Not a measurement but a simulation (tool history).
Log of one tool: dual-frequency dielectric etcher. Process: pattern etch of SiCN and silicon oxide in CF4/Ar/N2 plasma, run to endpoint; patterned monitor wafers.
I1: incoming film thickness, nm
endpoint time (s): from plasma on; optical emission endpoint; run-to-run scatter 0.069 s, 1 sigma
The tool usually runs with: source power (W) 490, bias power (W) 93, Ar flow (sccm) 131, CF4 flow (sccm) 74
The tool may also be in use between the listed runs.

run 1 hour=0 | source_power_(W)=490 bias_power_(W)=93 Ar_flow_(sccm)=131 CF4_flow_(sccm)=74 | I1=15.52 | endpoint_time_(s)=14.9
run 2 hour=33.4 | source_power_(W)=490 bias_power_(W)=93 Ar_flow_(sccm)=131 CF4_flow_(sccm)=74 | I1=15.67 | endpoint_time_(s)=15.2
run 3 hour=50.9 | source_power_(W)=490 bias_power_(W)=93 Ar_flow_(sccm)=131 CF4_flow_(sccm)=74 | I1=15.51 | endpoint_time_(s)=15
-- hour=67.5 Ar flow controller replaced
run 4 hour=73.7 | source_power_(W)=490 bias_power_(W)=93 Ar_flow_(sccm)=131 CF4_flow_(sccm)=74 | I1=15.45 | endpoint_time_(s)=15
-- hour=104.5 upper electrode replaced
run 5 hour=105 | source_power_(W)=490 bias_power_(W)=93 Ar_flow_(sccm)=131 CF4_flow_(sccm)=74 | I1=15.61 | endpoint_time_(s)=15.1
-- hour=124.3 source power generator calibrated
run 6 hour=127.1 | source_power_(W)=540 bias_power_(W)=93 Ar_flow_(sccm)=131 CF4_flow_(sccm)=87 | I1=15.56 | endpoint_time_(s)=13.7
run 7 hour=146.1 | source_power_(W)=540 bias_power_(W)=93 Ar_flow_(sccm)=131 CF4_flow_(sccm)=87 | I1=15.4 | endpoint_time_(s)=13.6
-- hour=191 wet clean of the chamber
run 8 hour=191.5 | source_power_(W)=440 bias_power_(W)=93 Ar_flow_(sccm)=143 CF4_flow_(sccm)=74 | I1=15.41 | endpoint_time_(s)=15.8
run 9 hour=195.7 | source_power_(W)=490 bias_power_(W)=77 Ar_flow_(sccm)=106 CF4_flow_(sccm)=82 | I1=15.38 | endpoint_time_(s)=14.8
run 10 hour=227.3 | source_power_(W)=490 bias_power_(W)=93 Ar_flow_(sccm)=162 CF4_flow_(sccm)=74 | I1=15.5 | endpoint_time_(s)=15
run 11 hour=247.8 | source_power_(W)=550 bias_power_(W)=81 Ar_flow_(sccm)=131 CF4_flow_(sccm)=84 | I1=15.35 | endpoint_time_(s)=13.9
run 12 hour=274.3 | source_power_(W)=460 bias_power_(W)=115 Ar_flow_(sccm)=141 CF4_flow_(sccm)=74 | I1=15.46 | endpoint_time_(s)=14.2
-- hour=282.2 bias power generator calibrated
-- hour=309 CF4 flow controller replaced
run 13 hour=315 | source_power_(W)=530 bias_power_(W)=71 Ar_flow_(sccm)=131 CF4_flow_(sccm)=69 | I1=15.67 | endpoint_time_(s)=15.7
run 14 hour=350.5 | source_power_(W)=560 bias_power_(W)=110 Ar_flow_(sccm)=148 CF4_flow_(sccm)=85 | I1=15.58 | endpoint_time_(s)=12.7
run 15 hour=368.3 | source_power_(W)=540 bias_power_(W)=93 Ar_flow_(sccm)=131 CF4_flow_(sccm)=87 | I1=15.56 | endpoint_time_(s)=13.5
run 16 hour=389.9 | source_power_(W)=490 bias_power_(W)=93 Ar_flow_(sccm)=131 CF4_flow_(sccm)=83 | I1=15.47 | endpoint_time_(s)=14.6
run 17 hour=414.2 | source_power_(W)=490 bias_power_(W)=93 Ar_flow_(sccm)=131 CF4_flow_(sccm)=74 | I1=15.59 | endpoint_time_(s)=14.9
run 18 hour=502.7 | source_power_(W)=490 bias_power_(W)=93 Ar_flow_(sccm)=131 CF4_flow_(sccm)=58 | I1=15.4 | endpoint_time_(s)=15.4
run 19 hour=529 | source_power_(W)=490 bias_power_(W)=103 Ar_flow_(sccm)=131 CF4_flow_(sccm)=69 | I1=15.4 | endpoint_time_(s)=14.6
run 20 hour=542.1 | source_power_(W)=490 bias_power_(W)=93 Ar_flow_(sccm)=131 CF4_flow_(sccm)=74 | I1=15.59 | endpoint_time_(s)=15.1
run 21 hour=558.1 | source_power_(W)=580 bias_power_(W)=93 Ar_flow_(sccm)=131 CF4_flow_(sccm)=74 | I1=15.51 | endpoint_time_(s)=13.3
run 22 hour=571.9 | source_power_(W)=600 bias_power_(W)=93 Ar_flow_(sccm)=131 CF4_flow_(sccm)=74 | I1=15.34 | endpoint_time_(s)=12.9
run 23 hour=585.7 | source_power_(W)=490 bias_power_(W)=93 Ar_flow_(sccm)=131 CF4_flow_(sccm)=74 | I1=15.6 | endpoint_time_(s)=15.1
run 24 hour=607.4 | source_power_(W)=490 bias_power_(W)=93 Ar_flow_(sccm)=143 CF4_flow_(sccm)=68 | I1=15.43 | endpoint_time_(s)=15.3

Here are 4 independent what-if runs from the current tool condition. What would each one return?
run A hour=607.8 | source_power_(W)=490 bias_power_(W)=93 Ar_flow_(sccm)=131 CF4_flow_(sccm)=74 | I1=15.44 | endpoint_time_(s)=?
run B hour=607.8 | source_power_(W)=490 bias_power_(W)=75 Ar_flow_(sccm)=131 CF4_flow_(sccm)=74 | I1=15.44 | endpoint_time_(s)=?
run C hour=607.8 | source_power_(W)=490 bias_power_(W)=105 Ar_flow_(sccm)=113 CF4_flow_(sccm)=74 | I1=15.44 | endpoint_time_(s)=?
run D hour=607.8 | source_power_(W)=440 bias_power_(W)=93 Ar_flow_(sccm)=107 CF4_flow_(sccm)=81 | I1=15.44 | endpoint_time_(s)=?

run=A endpoint_time_(s)=14.8
run=B endpoint_time_(s)=16
run=C endpoint_time_(s)=13.9
run=D endpoint_time_(s)=15.3
What these runs would have given with no unlogged condition in the tool:
run=A endpoint_time_(s)=14.5
run=B endpoint_time_(s)=15.6
run=C endpoint_time_(s)=13.6
run=D endpoint_time_(s)=14.9

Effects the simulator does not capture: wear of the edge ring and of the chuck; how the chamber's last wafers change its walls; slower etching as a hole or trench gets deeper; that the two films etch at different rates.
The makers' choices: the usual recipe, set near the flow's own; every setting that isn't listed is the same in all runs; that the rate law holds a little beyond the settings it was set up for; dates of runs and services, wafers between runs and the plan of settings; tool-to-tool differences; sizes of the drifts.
